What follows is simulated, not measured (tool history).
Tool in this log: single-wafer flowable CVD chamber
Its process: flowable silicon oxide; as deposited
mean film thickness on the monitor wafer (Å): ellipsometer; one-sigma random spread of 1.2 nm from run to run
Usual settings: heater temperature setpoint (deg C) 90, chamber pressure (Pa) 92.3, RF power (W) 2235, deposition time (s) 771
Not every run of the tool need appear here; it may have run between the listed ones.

run     day  heater temperature setpoint (deg C)  chamber pressure (Pa)  RF power (W)  deposition time (s)  read-back reference wafer on the same gauge, thickness_nm  mean film thickness on the monitor wafer (Å)
  1   0.000                                  102                   92.3          2235                  771                                                    456.618                                       3777.77
  2   1.929                                  102                   92.3          2235                  771                                                    456.821                                       3781.96
  3   3.329                                  102                   92.3          2235                  771                                                    457.219                                       3776.49
  4   5.062                                   90                   76.7          1930                  771                                                    457.071                                       4625.80
  5   7.746                                   90                   92.3          2235                  771                                                    457.593                                       5635.65
  6  10.162                                   90                   92.3          2235                  771                                                    457.966                                       5649.27
  7  12.508                                   90                   92.3          2235                  866                                                    457.616                                       6349.19
  8  13.679                                   90                   92.3          2235                  866                                                    458.508                                       6332.91
  9  15.771                                   90                  109.5          2235                  812                                                    458.332                                       7052.94
     20.000  -- showerhead replaced
 10  20.796                                   90                  109.5          2235                  812                                                    458.114                                       7080.22
 11  22.804                                   90                  109.5          2235                  812                                                    458.366                                       7059.62
 12  24.175                                   90                   92.3          2235                  771                                                    458.512                                       5648.47
 13  27.138                                   90                   92.3          2235                  771                                                    458.751                                       5669.87
 14  28.654                                   90                  114.5          2235                  771                                                    458.559                                       7049.98
 15  31.375                                   90                   92.3          2235                  771                                                    458.511                                       5685.34
     33.058  -- capacitance manometer re-zeroed and calibrated
 16  33.079                                   90                   92.3          2235                  771                                                    458.699                                       5664.31
     33.729  -- thermocouple changed; heater temperature recalibrated
     33.817  -- RF generator calibrated
 17  33.962                                  101                  113.2          2675                  771                                                    458.466                                       4895.97
 18  35.862                                   79                   92.3          2235                  732                                                    459.238                                       7480.75
 19  37.379                                   90                   92.3          2235                  771                                                    458.910                                       5671.19
 20  39.725                                   90                   71.2          2235                  833                                                    459.249                                       4755.39
 21  42.512                                   83                  110.5          2400                  814                                                    458.726                                       8895.33
     43.471  -- gauge calibrated
 22  45.262                                  104                   92.3          2235                  771                                                    451.598                                       3480.66

Expected results for the next run?
 23  46.758                                   90                   98.0          2235                  695                                                          ?                                             ?

Run 23 produced read-back reference wafer on the same gauge, thickness_nm 452.528, mean film thickness on the monitor wafer (Å) 5341.27.
If the tool had no hidden condition, the same run with the same run-to-run variation would have returned mean film thickness on the monitor wafer (Å) 5328.42.
